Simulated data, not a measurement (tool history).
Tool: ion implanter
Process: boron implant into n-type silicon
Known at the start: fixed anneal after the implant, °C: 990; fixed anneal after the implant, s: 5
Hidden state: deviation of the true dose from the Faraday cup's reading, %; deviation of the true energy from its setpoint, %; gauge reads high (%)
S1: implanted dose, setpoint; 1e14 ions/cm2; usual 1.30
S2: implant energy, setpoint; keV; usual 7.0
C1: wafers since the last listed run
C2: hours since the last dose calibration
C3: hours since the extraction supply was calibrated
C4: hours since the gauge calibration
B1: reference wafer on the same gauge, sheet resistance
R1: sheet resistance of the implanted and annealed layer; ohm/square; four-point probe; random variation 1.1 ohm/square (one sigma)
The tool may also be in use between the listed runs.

run 1 hour=0.0 | S1=1.53 S2=7.0 | C1=0 C2=883.2 C3=3106.9 C4=1279.8 | B1=706.73 | R1=652.03
run 2 hour=80.1 | S1=1.53 S2=7.0 | C1=1097 C2=963.3 C3=3187.0 C4=1359.9 | B1=707.17 | R1=654.62
run 3 hour=284.0 | S1=1.44 S2=7.0 | C1=2793 C2=1167.2 C3=3390.9 C4=1563.8 | B1=706.97 | R1=686.65
run 4 hour=391.5 | S1=1.44 S2=7.0 | C1=1472 C2=1274.7 C3=3498.4 C4=1671.3 | B1=706.89 | R1=686.89
run 5 hour=454.1 | S1=1.44 S2=7.0 | C1=857 C2=1337.3 C3=3561.0 C4=1733.9 | B1=706.73 | R1=688.54
run 6 hour=549.6 | S1=1.30 S2=7.0 | C1=1308 C2=1432.8 C3=3656.5 C4=1829.4 | B1=707.06 | R1=748.33
run 7 hour=614.6 | S1=1.30 S2=7.0 | C1=890 C2=1497.8 C3=3721.5 C4=1894.4 | B1=707.02 | R1=749.08
-- hour=624.2 Faraday cup replaced and dose calibrated
run 8 hour=680.5 | S1=1.30 S2=7.0 | C1=793 C2=56.3 C3=3787.4 C4=1960.3 | B1=706.81 | R1=736.87
run 9 hour=748.4 | S1=1.05 S2=7.0 | C1=930 C2=124.2 C3=3855.3 C4=2028.2 | B1=707.04 | R1=872.14
run 10 hour=825.5 | S1=1.49 S2=7.0 | C1=1056 C2=201.3 C3=3932.4 C4=2105.3 | B1=706.85 | R1=661.99
run 11 hour=905.5 | S1=1.30 S2=7.0 | C1=1096 C2=281.3 C3=4012.4 C4=2185.3 | B1=707.10 | R1=735.07
run 12 hour=974.5 | S1=1.30 S2=5.5 | C1=945 C2=350.3 C3=4081.4 C4=2254.3 | B1=707.27 | R1=763.15
run 13 hour=1053.0 | S1=1.30 S2=5.5 | C1=1075 C2=428.8 C3=4159.9 C4=2332.8 | B1=707.22 | R1=762.28
run 14 hour=1144.8 | S1=1.30 S2=5.5 | C1=1257 C2=520.6 C3=4251.7 C4=2424.6 | B1=707.18 | R1=763.95
run 15 hour=1225.8 | S1=1.30 S2=7.0 | C1=1109 C2=601.6 C3=4332.7 C4=2505.6 | B1=707.04 | R1=739.92
-- hour=1320.6 extraction supply calibrated
-- hour=1389.1 gauge calibrated
run 16 hour=1416.0 | S1=1.61 S2=8.0 | C1=2496 C2=791.8 C3=95.4 C4=26.9 | B1=707.46 | R1=616.31
run 17 hour=1672.0 | S1=1.30 S2=7.0 | C1=3507 C2=1047.8 C3=351.4 C4=282.9 | B1=707.14 | R1=740.85
run 18 hour=1724.2 | S1=0.92 S2=8.5 | C1=715 C2=1100.0 C3=403.6 C4=335.1 | B1=707.25 | R1=944.76
run 19 hour=1801.2 | S1=1.30 S2=7.0 | C1=1054 C2=1177.0 C3=480.6 C4=412.1 | B1=707.11 | R1=741.90
run 20 hour=1888.2 | S1=1.11 S2=8.0 | C1=1191 C2=1264.0 C3=567.6 C4=499.1 | B1=707.05 | R1=826.53
-- hour=1951.0 Faraday cup replaced and dose calibrated
run 21 hour=1960.8 | S1=1.53 S2=7.0 | C1=885 C2=9.8 C3=640.2 C4=571.7 | B1=706.92 | R1=648.32
run 22 hour=2027.4 | S1=0.92 S2=7.0 | C1=912 C2=76.4 C3=706.8 C4=638.3 | B1=706.76 | R1=966.79
run 23 hour=2126.8 | S1=1.30 S2=8.5 | C1=1361 C2=175.8 C3=806.2 C4=737.7 | B1=707.54 | R1=717.44
run 24 hour=2226.5 | S1=1.30 S2=7.0 | C1=1365 C2=275.5 C3=905.9 C4=837.4 | B1=706.98 | R1=737.90
run 25 hour=2301.8 | S1=1.30 S2=7.0 | C1=1031 C2=350.8 C3=981.2 C4=912.7 | B1=706.99 | R1=736.91
run 26 hour=2391.6 | S1=1.30 S2=7.0 | C1=1230 C2=440.6 C3=1071.0 C4=1002.5 | B1=707.18 | R1=736.55
run 27 hour=2461.6 | S1=1.20 S2=8.5 | C1=959 C2=510.6 C3=1141.0 C4=1072.5 | B1=707.08 | R1=765.59
run 28 hour=2559.8 | S1=1.65 S2=5.5 | C1=1345 C2=608.8 C3=1239.2 C4=1170.7 | B1=707.25 | R1=629.01
run 29 hour=2667.6 | S1=1.05 S2=5.5 | C1=1476 C2=716.6 C3=1347.0 C4=1278.5 | B1=706.82 | R1=910.45
run 30 hour=2759.4 | S1=1.30 S2=7.0 | C1=1257 C2=808.4 C3=1438.8 C4=1370.3 | B1=706.80 | R1=738.80
run 31 hour=2811.0 | S1=0.97 S2=7.0 | C1=706 C2=860.0 C3=1490.4 C4=1421.9 | B1=707.05 | R1=932.90
run 32 hour=2896.9 | S1=1.62 S2=8.0 | C1=1176 C2=945.9 C3=1576.3 C4=1507.8 | B1=706.85 | R1=613.72
run 33 hour=3089.2 | S1=1.41 S2=8.0 | C1=2634 C2=1138.2 C3=1768.6 C4=1700.1 | B1=706.89 | R1=686.25
run 34 hour=3127.8 | S1=1.01 S2=9.0 | C1=528 C2=1176.8 C3=1807.2 C4=1738.7 | B1=706.93 | R1=874.71
-- hour=3167.0 Faraday cup replaced and dose calibrated
run 35 hour=3190.3 | S1=1.30 S2=7.0 | C1=746 C2=23.3 C3=1869.7 C4=1801.2 | B1=707.01 | R1=738.51
run 36 hour=3241.2 | S1=1.52 S2=8.0 | C1=697 C2=74.2 C3=1920.6 C4=1852.1 | B1=706.69 | R1=642.27
run 37 hour=3331.9 | S1=1.30 S2=5.0 | C1=1242 C2=164.9 C3=2011.3 C4=1942.8 | B1=707.04 | R1=777.53

Hidden state at the last listed run before each entry between runs and at the first one after, where it differs:
Between runs 7 and 8: Faraday cup replaced and dose calibrated (hour 624.2)
  deviation of the true dose from the Faraday cup's reading, %: -2.13 -> 0.104
  measured less the result without the state, R1: +12.48 -> -0.59 ohm/square
Between runs 15 and 16: extraction supply calibrated (hour 1320.6); gauge calibrated (hour 1389.1)
  deviation of the true dose from the Faraday cup's reading, %: -0.216 -> -0.453
  measured less the result without the state, R1: +1.25 -> +2.16 ohm/square
Between runs 20 and 21: Faraday cup replaced and dose calibrated (hour 1951.0)
  deviation of the true dose from the Faraday cup's reading, %: -1.32 -> 0.000027
  measured less the result without the state, R1: +8.50 -> +0.00 ohm/square
Between runs 34 and 35: Faraday cup replaced and dose calibrated (hour 3167.0)
  deviation of the true dose from the Faraday cup's reading, %: -1.24 -> -0.386
  measured less the result without the state, R1: +8.41 -> +2.23 ohm/square
